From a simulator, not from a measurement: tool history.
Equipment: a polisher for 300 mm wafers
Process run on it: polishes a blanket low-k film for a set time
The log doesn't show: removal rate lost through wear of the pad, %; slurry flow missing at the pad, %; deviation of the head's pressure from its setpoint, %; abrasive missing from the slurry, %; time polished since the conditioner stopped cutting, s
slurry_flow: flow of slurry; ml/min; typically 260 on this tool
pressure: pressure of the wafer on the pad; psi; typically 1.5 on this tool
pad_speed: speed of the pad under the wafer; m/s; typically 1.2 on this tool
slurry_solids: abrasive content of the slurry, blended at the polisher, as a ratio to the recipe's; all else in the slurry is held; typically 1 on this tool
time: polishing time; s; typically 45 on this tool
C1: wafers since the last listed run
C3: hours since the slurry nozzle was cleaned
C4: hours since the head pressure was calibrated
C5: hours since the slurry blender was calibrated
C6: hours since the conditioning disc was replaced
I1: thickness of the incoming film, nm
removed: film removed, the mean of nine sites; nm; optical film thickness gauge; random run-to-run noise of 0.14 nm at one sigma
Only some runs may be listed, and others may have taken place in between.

{"run": 1, "hour": 0.0, "slurry_flow": 260, "pressure": 1.5, "pad_speed": 1.2, "slurry_solids": 1, "time": 45, "C1": 0, "wafers polished on this pad": 896, "C3": 634.3, "C4": 662.8, "C5": 107, "C6": 294.1, "I1": 644.3, "removed": 12.7}
{"run": 2, "hour": 16.7, "slurry_flow": 260, "pressure": 1.5, "pad_speed": 1.2, "slurry_solids": 1, "time": 45, "C1": 214, "wafers polished on this pad": 1110, "C3": 651, "C4": 679.5, "C5": 123.7, "C6": 310.8, "I1": 631.6, "removed": 12.1}
{"hour": 33.4, "done": "worn pad replaced by a new one"}
{"run": 3, "hour": 33.9, "slurry_flow": 260, "pressure": 1.5, "pad_speed": 1.2, "slurry_solids": 1, "time": 45, "C1": 169, "wafers polished on this pad": 6, "C3": 668.2, "C4": 696.7, "C5": 140.9, "C6": 328, "I1": 640.8, "removed": 14}
{"hour": 57.7, "done": "conditioning disc replaced and pad reconditioned"}
{"run": 4, "hour": 67.2, "slurry_flow": 260, "pressure": 1.5, "pad_speed": 1.2, "slurry_solids": 1, "time": 45, "C1": 401, "wafers polished on this pad": 407, "C3": 701.5, "C4": 730, "C5": 174.2, "C6": 9.5, "I1": 637.8, "removed": 12.7}
{"run": 5, "hour": 96.4, "slurry_flow": 260, "pressure": 1.5, "pad_speed": 1.2, "slurry_solids": 1, "time": 45, "C1": 374, "wafers polished on this pad": 782, "C3": 730.7, "C4": 759.2, "C5": 203.4, "C6": 38.7, "I1": 639.7, "removed": 12.5}
{"run": 6, "hour": 131.0, "slurry_flow": 260, "pressure": 1.5, "pad_speed": 1.2, "slurry_solids": 1, "time": 45, "C1": 443, "wafers polished on this pad": 1225, "C3": 765.3, "C4": 793.8, "C5": 238, "C6": 73.3, "I1": 635.1, "removed": 12.1}
{"hour": 143.7, "done": "worn pad replaced by a new one"}
{"run": 7, "hour": 161.2, "slurry_flow": 260, "pressure": 1.5, "pad_speed": 1.28, "slurry_solids": 1, "time": 45, "C1": 335, "wafers polished on this pad": 224, "C3": 795.5, "C4": 824, "C5": 268.2, "C6": 103.5, "I1": 650.1, "removed": 13.8}
{"hour": 166.3, "done": "head pressure recalibrated"}
{"run": 8, "hour": 178.5, "slurry_flow": 260, "pressure": 1.5, "pad_speed": 1.28, "slurry_solids": 1, "time": 45, "C1": 196, "wafers polished on this pad": 421, "C3": 812.8, "C4": 12.2, "C5": 285.5, "C6": 120.8, "I1": 638.1, "removed": 13.7}
{"hour": 191.4, "done": "slurry blender recalibrated"}
{"run": 9, "hour": 210.6, "slurry_flow": 260, "pressure": 1.7, "pad_speed": 1.2, "slurry_solids": 1, "time": 35, "C1": 385, "wafers polished on this pad": 806, "C3": 844.9, "C4": 44.3, "C5": 19.2, "C6": 152.9, "I1": 644.6, "removed": 11}

Run 10 has not been measured yet. What should we expect?
{"run": 10, "hour": 224.8, "slurry_flow": 180, "pressure": 1.2, "pad_speed": 1.2, "slurry_solids": 1.15, "time": 34, "C1": 182, "wafers polished on this pad": 988, "C3": 859.1, "C4": 58.5, "C5": 33.4, "C6": 167.1, "I1": 644.8, "removed": "?"}

{"run 10": {"removed": 7.7}}
With the hidden condition absent and the run-to-run variation left alone, this run would have shown removed 8.5 nm.

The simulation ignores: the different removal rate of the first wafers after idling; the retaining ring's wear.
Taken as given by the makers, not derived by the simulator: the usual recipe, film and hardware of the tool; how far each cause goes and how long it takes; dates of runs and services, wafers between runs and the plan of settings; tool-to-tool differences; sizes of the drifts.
